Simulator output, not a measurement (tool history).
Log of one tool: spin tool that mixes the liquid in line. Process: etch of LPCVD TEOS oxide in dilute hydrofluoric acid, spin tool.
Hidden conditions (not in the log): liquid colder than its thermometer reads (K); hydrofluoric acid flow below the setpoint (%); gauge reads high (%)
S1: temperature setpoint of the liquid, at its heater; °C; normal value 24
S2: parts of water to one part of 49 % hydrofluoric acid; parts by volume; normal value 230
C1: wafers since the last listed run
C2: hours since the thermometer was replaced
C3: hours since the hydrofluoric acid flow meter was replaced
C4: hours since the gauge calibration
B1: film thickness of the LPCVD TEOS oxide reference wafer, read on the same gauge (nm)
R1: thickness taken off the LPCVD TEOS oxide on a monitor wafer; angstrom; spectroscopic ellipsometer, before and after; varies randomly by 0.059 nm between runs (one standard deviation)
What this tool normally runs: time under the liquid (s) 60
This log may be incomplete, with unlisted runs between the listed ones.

Run 1, day 0: usual settings but time under the liquid (s) 85; C1 0; C2 2288; C3 2074.8; C4 428.4; B1 100. Result: R1 138.2 angstrom.
Run 2, day 0.354: usual settings but time under the liquid (s) 85; C1 74; C2 2296.5; C3 2083.3; C4 436.9; B1 99.99. Result: R1 139.2 angstrom.
Run 3, day 0.925: usual settings; C1 120; C2 2310.2; C3 2097; C4 450.6; B1 99.99. Result: R1 97.5 angstrom.
Run 4, day 1.304: usual settings; C1 79; C2 2319.3; C3 2106.1; C4 459.7; B1 100. Result: R1 97.7 angstrom.
Run 5, day 1.896: usual settings; C1 124; C2 2333.5; C3 2120.3; C4 473.9; B1 99.99. Result: R1 97.9 angstrom.
At day 2.267: gauge calibrated.
Run 6, day 2.608: usual settings; C1 150; C2 2350.6; C3 2137.4; C4 8.2; B1 100.02. Result: R1 97.1 angstrom.
Run 7, day 3.1: usual settings; C1 103; C2 2362.4; C3 2149.2; C4 20; B1 100.01. Result: R1 96.9 angstrom.
Run 8, day 3.6: usual settings but S2 310 parts by volume; C1 105; C2 2374.4; C3 2161.2; C4 32; B1 100.01. Result: R1 67.1 angstrom.
Run 9, day 4.142: usual settings but S2 310 parts by volume; C1 114; C2 2387.4; C3 2174.2; C4 45; B1 99.99. Result: R1 67.5 angstrom.
Run 10, day 4.592: usual settings but S1 21 °C; C1 94; C2 2398.2; C3 2185; C4 55.8; B1 100.02. Result: R1 87 angstrom.
Run 11, day 5.212: usual settings but S2 145 parts by volume, time under the liquid (s) 50; C1 130; C2 2413.1; C3 2199.9; C4 70.7; B1 100.01. Result: R1 140.4 angstrom.
Run 12, day 5.542: usual settings but S1 22.5 °C; C1 69; C2 2421; C3 2207.8; C4 78.6; B1 100.01. Result: R1 91.2 angstrom.
Run 13, day 6.075: usual settings; C1 112; C2 2433.8; C3 2220.6; C4 91.4; B1 100. Result: R1 96.6 angstrom.
Run 14, day 6.342: usual settings; C1 56; C2 2440.2; C3 2227; C4 97.8; B1 99.99. Result: R1 96.5 angstrom.
Run 15, day 6.912: usual settings; C1 120; C2 2453.9; C3 2240.7; C4 111.5; B1 100. Result: R1 96.6 angstrom.
Run 16, day 7.242: usual settings but S2 175 parts by volume, time under the liquid (s) 30; C1 69; C2 2461.8; C3 2248.6; C4 119.4; B1 99.99. Result: R1 67.7 angstrom.
Run 17, day 7.629: usual settings but S1 27 °C; C1 81; C2 2471.1; C3 2257.9; C4 128.7; B1 100.01. Result: R1 108.2 angstrom.
Run 18, day 8: usual settings but S2 185 parts by volume; C1 78; C2 2480; C3 2266.8; C4 137.6; B1 100. Result: R1 125.8 angstrom.
At day 8.279: hydrofluoric acid flow meter replaced.
Run 19, day 8.362: usual settings but S1 20.5 °C, S2 170 parts by volume; C1 67; C2 2488.7; C3 2; C4 146.3; B1 99.99. Result: R1 121.8 angstrom.
Run 20, day 8.754: usual settings; C1 82; C2 2498.1; C3 11.4; C4 155.7; B1 99.99. Result: R1 96.5 angstrom.
Run 21, day 9.108: usual settings but time under the liquid (s) 75; C1 74; C2 2506.6; C3 19.9; C4 164.2; B1 100.01. Result: R1 120.7 angstrom.
Run 22, day 9.762: usual settings but S2 200 parts by volume; C1 137; C2 2522.3; C3 35.6; C4 179.9; B1 100.01. Result: R1 115.1 angstrom.
Run 23, day 10.175: usual settings but S2 135 parts by volume; C1 86; C2 2532.2; C3 45.5; C4 189.8; B1 100.01. Result: R1 181.8 angstrom.
At day 10.254: thermometer replaced.
Run 24, day 10.646: usual settings; C1 90; C2 9.4; C3 56.8; C4 201.1; B1 100.01. Result: R1 106.3 angstrom.
Run 25, day 11.321: usual settings; C1 142; C2 25.6; C3 73; C4 217.3; B1 100. Result: R1 107 angstrom.
Run 26, day 11.921: usual settings but S1 21.5 °C, S2 160 parts by volume, time under the liquid (s) 75; C1 126; C2 40; C3 87.4; C4 231.7; B1 99.99. Result: R1 187.9 angstrom.
Run 27, day 12.475: usual settings but S2 285 parts by volume, time under the liquid (s) 80; C1 116; C2 53.3; C3 100.7; C4 245; B1 100. Result: R1 108.8 angstrom.
Run 28, day 13.15: usual settings but S1 22 °C, S2 295 parts by volume, time under the liquid (s) 75; C1 142; C2 69.5; C3 116.9; C4 261.2; B1 100.01. Result: R1 90.2 angstrom.
Run 29, day 13.642: usual settings but S2 150 parts by volume, time under the liquid (s) 40; C1 103; C2 81.3; C3 128.7; C4 273; B1 100. Result: R1 117.4 angstrom.
Run 30, day 13.912: usual settings but S1 21 °C, S2 340 parts by volume, time under the liquid (s) 70; C1 57; C2 87.8; C3 135.2; C4 279.5; B1 100. Result: R1 68.1 angstrom.
Run 31, day 14.508: usual settings but S1 20.5 °C, S2 320 parts by volume, time under the liquid (s) 85; C1 125; C2 102.1; C3 149.5; C4 293.8; B1 99.99. Result: R1 87.4 angstrom.
Run 32, day 15.175: usual settings but S1 27.5 °C, S2 325 parts by volume; C1 140; C2 118.1; C3 165.5; C4 309.8; B1 100. Result: R1 76.7 angstrom.

What was the tool's hidden state at every run in the log?
hydrofluoric acid flow below the setpoint (%): 0 at every run
gauge reads high (%): 0 at every run
H1: liquid colder than its thermometer reads (K)
run     H1
  1   2.67
  2   2.67
  3   2.69
  4    2.7
  5   2.71
  6   2.73
  7   2.74
  8   2.75
  9   2.76
 10   2.77
 11   2.79
 12    2.8
 13   2.81
 14   2.81
 15   2.83
 16   2.84
 17   2.84
 18   2.85
 19   2.86
 20   2.87
 21   2.88
 22   2.89
 23    2.9
 24  0.319
 25  0.334
 26  0.349
 27  0.361
 28  0.377
 29  0.389
 30  0.395
 31  0.409
 32  0.425
